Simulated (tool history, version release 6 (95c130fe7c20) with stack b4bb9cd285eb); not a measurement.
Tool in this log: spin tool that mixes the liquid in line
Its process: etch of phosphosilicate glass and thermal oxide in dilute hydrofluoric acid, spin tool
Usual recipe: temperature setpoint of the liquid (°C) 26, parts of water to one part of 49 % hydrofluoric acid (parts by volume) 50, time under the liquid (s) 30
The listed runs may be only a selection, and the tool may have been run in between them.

| run | hour | temperature setpoint of the liquid (°C) | parts of water to one part of 49 % hydrofluoric acid (parts by volume) | time under the liquid (s) | wafers since the last listed run | hours since the thermometer was replaced | hours since the hydrofluoric acid flow meter was replaced | hours since the gauge calibration | read-back film thickness of the phosphosilicate glass reference wafer, read on the same gauge (nm) | read-back film thickness of the thermal oxide reference wafer, read on the same gauge (nm) | thickness taken off the phosphosilicate glass on a monitor wafer (Å) | thickness taken off the thermal oxide on a monitor wafer (Å) |
|---|---|---|---|---|---|---|---|---|---|---|---|---|
| 1 | 0 | 26 | 50 | 30 | 0 | 281.8 | 99 | 649.9 | 139.98 | 50.014 | 1489.7 | 28.45 |
| 2 | 31 | 26 | 50 | 30 | 240 | 312.8 | 130 | 680.9 | 140.01 | 50.016 | 1458.7 | 28.75 |
| 3 | 79.3 | 26 | 50 | 30 | 375 | 361.1 | 178.3 | 729.2 | 139.99 | 50.009 | 1467.3 | 28.59 |
| 4 | 115.8 | 22.5 | 50 | 30 | 283 | 397.6 | 214.8 | 765.7 | 140.01 | 50.007 | 1248.4 | 24.39 |
| 5 | 180.8 | 22.5 | 50 | 30 | 505 | 462.6 | 279.8 | 830.7 | 140.01 | 50.002 | 1240.3 | 24.73 |
| 6 | 216.9 | 22.5 | 50 | 30 | 280 | 498.7 | 315.9 | 866.8 | 139.98 | 49.99 | 1226.7 | 23.94 |
| 7 | 287.6 | 26 | 50 | 40 | 549 | 569.4 | 386.6 | 937.5 | 140 | 49.999 | 1880.7 | 36.29 |
|  | 336.8 | thermometer replaced |
| 8 | 344.4 | 26 | 50 | 30 | 433 | 7.6 | 443.4 | 994.3 | 139.99 | 49.994 | 1467.1 | 28.76 |
|  | 402.8 | hydrofluoric acid flow meter replaced |
| 9 | 413.3 | 26 | 50 | 30 | 527 | 76.5 | 10.5 | 1063.2 | 139.98 | 49.96 | 1521.8 | 29.22 |
| 10 | 453.5 | 23 | 70 | 15 | 312 | 116.7 | 50.7 | 1103.4 | 140.01 | 49.968 | 459.4 | 9.08 |
| 11 | 501 | 22.5 | 50 | 30 | 369 | 164.2 | 98.2 | 1150.9 | 140.02 | 50.017 | 1294.4 | 25.18 |
| 12 | 528.3 | 26 | 70 | 30 | 212 | 191.5 | 125.5 | 1178.2 | 140.02 | 49.987 | 1025 | 20.33 |
| 13 | 555.6 | 28.5 | 50 | 15 | 212 | 218.8 | 152.8 | 1205.5 | 140.03 | 49.986 | 818.4 | 15.98 |
| 14 | 618.6 | 26 | 40 | 15 | 489 | 281.8 | 215.8 | 1268.5 | 139.99 | 49.99 | 931.5 | 18.56 |
| 15 | 664 | 22.5 | 50 | 30 | 352 | 327.2 | 261.2 | 1313.9 | 140 | 49.967 | 1268 | 25.02 |
|  | 679.4 | gauge calibrated |
| 16 | 715.8 | 26 | 50 | 30 | 402 | 379 | 313 | 36.4 | 140.01 | 50.004 | 1443.2 | 28.75 |
| 17 | 758.9 | 27.5 | 65 | 30 | 334 | 422.1 | 356.1 | 79.5 | 140.04 | 50.011 | 1147.7 | 22.42 |
| 18 | 801.6 | 30.5 | 50 | 30 | 331 | 464.8 | 398.8 | 122.2 | 139.95 | 50.018 | 1696.5 | 33.52 |
|  | 818.9 | hydrofluoric acid flow meter replaced |
| 19 | 860.1 | 26 | 50 | 30 | 446 | 523.3 | 41.2 | 180.7 | 140.01 | 50.03 | 1453.9 | 28.05 |
| 20 | 928 | 26 | 50 | 35 | 527 | 591.2 | 109.1 | 248.6 | 139.96 | 50.003 | 1686.4 | 32.97 |
| 21 | 953.5 | 26 | 50 | 25 | 198 | 616.7 | 134.6 | 274.1 | 140.03 | 50.034 | 1199.8 | 23.66 |
| 22 | 1003.2 | 28 | 35 | 15 | 386 | 666.4 | 184.3 | 323.8 | 140 | 50.019 | 1124.2 | 22.14 |
|  | 1048.7 | thermometer replaced |
| 23 | 1056.7 | 30 | 50 | 45 | 407 | 8 | 237.8 | 377.3 | 140.02 | 50.001 | 2627 | 51.66 |
| 24 | 1085.6 | 30.5 | 65 | 20 | 224 | 36.9 | 266.7 | 406.2 | 140 | 49.998 | 891.7 | 17.02 |

For each entry between runs, how does the tool's hidden state at the last listed run before it compare with that at the first listed run after it?
Runs 7 to 8: thermometer replaced (hour 336.8)
  liquid colder than its thermometer reads (K): 1.28 -> 0.0773; hydrofluoric acid flow below the setpoint (%): 2.97 -> 3.38
  measured minus no-state result, thickness taken off the phosphosilicate glass on a monitor wafer (Å): -165.4 -> -60; thickness taken off the thermal oxide on a monitor wafer (Å): -3.19 -> -1.17
Runs 8 to 9: hydrofluoric acid flow meter replaced (hour 402.8)
  liquid colder than its thermometer reads (K): 0.0773 -> 0.205; hydrofluoric acid flow below the setpoint (%): 3.38 -> 0.115
  measured minus no-state result, thickness taken off the phosphosilicate glass on a monitor wafer (Å): -60 -> -14.3; thickness taken off the thermal oxide on a monitor wafer (Å): -1.17 -> -0.28
Runs 15 to 16: gauge calibrated (hour 679.4)
  liquid colder than its thermometer reads (K): 0.669 -> 0.765; hydrofluoric acid flow below the setpoint (%): 1.92 -> 2.29
  measured minus no-state result, thickness taken off the phosphosilicate glass on a monitor wafer (Å): -63.2 -> -83.1; thickness taken off the thermal oxide on a monitor wafer (Å): -1.25 -> -1.66
Runs 18 to 19: hydrofluoric acid flow meter replaced (hour 818.9)
  liquid colder than its thermometer reads (K): 0.924 -> 1.03; hydrofluoric acid flow below the setpoint (%): 2.91 -> 1.04
  measured minus no-state result, thickness taken off the phosphosilicate glass on a monitor wafer (Å): -119.2 -> -79.3; thickness taken off the thermal oxide on a monitor wafer (Å): -2.36 -> -1.53
Runs 22 to 23: thermometer replaced (hour 1048.7)
  liquid colder than its thermometer reads (K): 1.3 -> 0.165; hydrofluoric acid flow below the setpoint (%): 2.07 -> 2.46
  measured minus no-state result, thickness taken off the phosphosilicate glass on a monitor wafer (Å): -87.3 -> -88.4; thickness taken off the thermal oxide on a monitor wafer (Å): -1.72 -> -1.73

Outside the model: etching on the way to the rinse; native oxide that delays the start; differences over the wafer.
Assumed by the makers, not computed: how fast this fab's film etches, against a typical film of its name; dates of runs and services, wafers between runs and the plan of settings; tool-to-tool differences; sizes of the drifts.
